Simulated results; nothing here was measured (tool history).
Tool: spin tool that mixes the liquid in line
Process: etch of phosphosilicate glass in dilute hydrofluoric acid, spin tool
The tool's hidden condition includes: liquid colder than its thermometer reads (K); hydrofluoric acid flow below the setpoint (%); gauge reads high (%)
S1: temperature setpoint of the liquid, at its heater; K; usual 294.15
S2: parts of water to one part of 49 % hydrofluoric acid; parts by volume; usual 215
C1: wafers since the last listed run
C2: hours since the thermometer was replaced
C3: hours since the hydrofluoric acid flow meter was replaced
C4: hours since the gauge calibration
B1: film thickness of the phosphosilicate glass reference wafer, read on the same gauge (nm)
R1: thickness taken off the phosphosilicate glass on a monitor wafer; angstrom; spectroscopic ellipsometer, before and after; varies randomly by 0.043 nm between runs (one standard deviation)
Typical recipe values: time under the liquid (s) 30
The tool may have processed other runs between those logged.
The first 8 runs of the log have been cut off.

{"run": 9, "hour": 340.1, "S1": 291.65, "S2": 215, "time under the liquid (s)": 30, "C1": 1030, "C2": 1087.7, "C3": 2049.3, "C4": 1056.4, "B1": 79.97, "R1": 105.1}
{"run": 10, "hour": 404.1, "S1": 291.65, "S2": 215, "time under the liquid (s)": 30, "C1": 1030, "C2": 1151.7, "C3": 2113.3, "C4": 1120.4, "B1": 80.01, "R1": 104.2}
{"run": 11, "hour": 610.4, "S1": 291.65, "S2": 215, "time under the liquid (s)": 30, "C1": 3320, "C2": 1358, "C3": 2319.6, "C4": 1326.7, "B1": 80.01, "R1": 103.7}
{"hour": 669.0, "done": "hydrofluoric acid flow meter replaced"}
{"run": 12, "hour": 694.2, "S1": 294.15, "S2": 215, "time under the liquid (s)": 30, "C1": 1332, "C2": 1441.8, "C3": 25.2, "C4": 1410.5, "B1": 79.99, "R1": 118.4}
{"run": 13, "hour": 764.3, "S1": 296.65, "S2": 215, "time under the liquid (s)": 30, "C1": 1128, "C2": 1511.9, "C3": 95.3, "C4": 1480.6, "B1": 79.99, "R1": 129.3}
{"run": 14, "hour": 827.7, "S1": 295.65, "S2": 215, "time under the liquid (s)": 40, "C1": 1020, "C2": 1575.3, "C3": 158.7, "C4": 1544, "B1": 80.01, "R1": 167.4}
{"run": 15, "hour": 896.8, "S1": 290.15, "S2": 300, "time under the liquid (s)": 45, "C1": 1112, "C2": 1644.4, "C3": 227.8, "C4": 1613.1, "B1": 80.05, "R1": 100.4}
{"run": 16, "hour": 932.8, "S1": 294.15, "S2": 215, "time under the liquid (s)": 30, "C1": 579, "C2": 1680.4, "C3": 263.8, "C4": 1649.1, "B1": 80.01, "R1": 116.9}
{"run": 17, "hour": 957.5, "S1": 290.15, "S2": 215, "time under the liquid (s)": 30, "C1": 397, "C2": 1705.1, "C3": 288.5, "C4": 1673.8, "B1": 80, "R1": 100.7}
{"run": 18, "hour": 1016.4, "S1": 294.15, "S2": 215, "time under the liquid (s)": 30, "C1": 948, "C2": 1764, "C3": 347.4, "C4": 1732.7, "B1": 80.03, "R1": 116.7}
{"hour": 1061.6, "done": "gauge calibrated"}
{"run": 19, "hour": 1064.7, "S1": 298.65, "S2": 145, "time under the liquid (s)": 15, "C1": 777, "C2": 1812.3, "C3": 395.7, "C4": 3.1, "B1": 80, "R1": 110.8}
{"run": 20, "hour": 1127.3, "S1": 291.65, "S2": 215, "time under the liquid (s)": 30, "C1": 1007, "C2": 1874.9, "C3": 458.3, "C4": 65.7, "B1": 80.01, "R1": 106.8}
{"hour": 1163.3, "done": "thermometer replaced"}
{"run": 21, "hour": 1183.1, "S1": 294.15, "S2": 215, "time under the liquid (s)": 30, "C1": 882, "C2": 19.8, "C3": 514.1, "C4": 121.5, "B1": 80.01, "R1": 116.8}
{"run": 22, "hour": 1224.2, "S1": 298.15, "S2": 170, "time under the liquid (s)": 40, "C1": 661, "C2": 60.9, "C3": 555.2, "C4": 162.6, "B1": 79.99, "R1": 239}
{"run": 23, "hour": 1291.9, "S1": 294.15, "S2": 320, "time under the liquid (s)": 30, "C1": 1089, "C2": 128.6, "C3": 622.9, "C4": 230.3, "B1": 79.97, "R1": 71.1}
{"run": 24, "hour": 1327.4, "S1": 294.15, "S2": 215, "time under the liquid (s)": 30, "C1": 571, "C2": 164.1, "C3": 658.4, "C4": 265.8, "B1": 80, "R1": 117.1}
{"run": 25, "hour": 1376.1, "S1": 295.65, "S2": 310, "time under the liquid (s)": 35, "C1": 783, "C2": 212.8, "C3": 707.1, "C4": 314.5, "B1": 79.99, "R1": 91.1}
{"run": 26, "hour": 1504.3, "S1": 295.65, "S2": 215, "time under the liquid (s)": 35, "C1": 2063, "C2": 341, "C3": 835.3, "C4": 442.7, "B1": 80.03, "R1": 143}
{"run": 27, "hour": 1544.7, "S1": 294.15, "S2": 215, "time under the liquid (s)": 20, "C1": 650, "C2": 381.4, "C3": 875.7, "C4": 483.1, "B1": 80.01, "R1": 78}
{"run": 28, "hour": 1599.6, "S1": 294.15, "S2": 215, "time under the liquid (s)": 30, "C1": 883, "C2": 436.3, "C3": 930.6, "C4": 538, "B1": 80.01, "R1": 116}
{"run": 29, "hour": 1649.2, "S1": 291.65, "S2": 285, "time under the liquid (s)": 35, "C1": 798, "C2": 485.9, "C3": 980.2, "C4": 587.6, "B1": 80.05, "R1": 87}
{"run": 30, "hour": 1720.0, "S1": 290.65, "S2": 270, "time under the liquid (s)": 15, "C1": 1139, "C2": 556.7, "C3": 1051, "C4": 658.4, "B1": 80.03, "R1": 38.4}
{"run": 31, "hour": 1756.7, "S1": 294.15, "S2": 215, "time under the liquid (s)": 30, "C1": 590, "C2": 593.4, "C3": 1087.7, "C4": 695.1, "B1": 80.02, "R1": 116.7}

5 ways to go on from here, each from the tool as it stands after run 31. What would each give?
{"run": "A", "hour": 1757.1, "S1": 298.65, "S2": 215, "time under the liquid (s)": 30, "C1": 6, "C2": 593.8, "C3": 1088.1, "C4": 695.5, "B1": "?", "R1": "?"}
{"run": "B", "hour": 1757.1, "S1": 295.65, "S2": 175, "time under the liquid (s)": 15, "C1": 6, "C2": 593.8, "C3": 1088.1, "C4": 695.5, "B1": "?", "R1": "?"}
{"run": "C", "hour": 1757.1, "S1": 294.15, "S2": 300, "time under the liquid (s)": 30, "C1": 6, "C2": 593.8, "C3": 1088.1, "C4": 695.5, "B1": "?", "R1": "?"}
{"run": "D", "hour": 1757.1, "S1": 298.15, "S2": 215, "time under the liquid (s)": 40, "C1": 6, "C2": 593.8, "C3": 1088.1, "C4": 695.5, "B1": "?", "R1": "?"}
{"run": "E", "hour": 1757.1, "S1": 294.15, "S2": 260, "time under the liquid (s)": 30, "C1": 6, "C2": 593.8, "C3": 1088.1, "C4": 695.5, "B1": "?", "R1": "?"}

run=A B1=80 R1=137.3
run=B B1=80 R1=78.8
run=C B1=80 R1=76.8
run=D B1=80 R1=179.7
run=E B1=80 R1=92
With the hidden condition removed and each run's random variation left untouched, the same runs would have given:
run=A R1=140.2
run=B R1=80.5
run=C R1=78.5
run=D R1=183.6
run=E R1=94
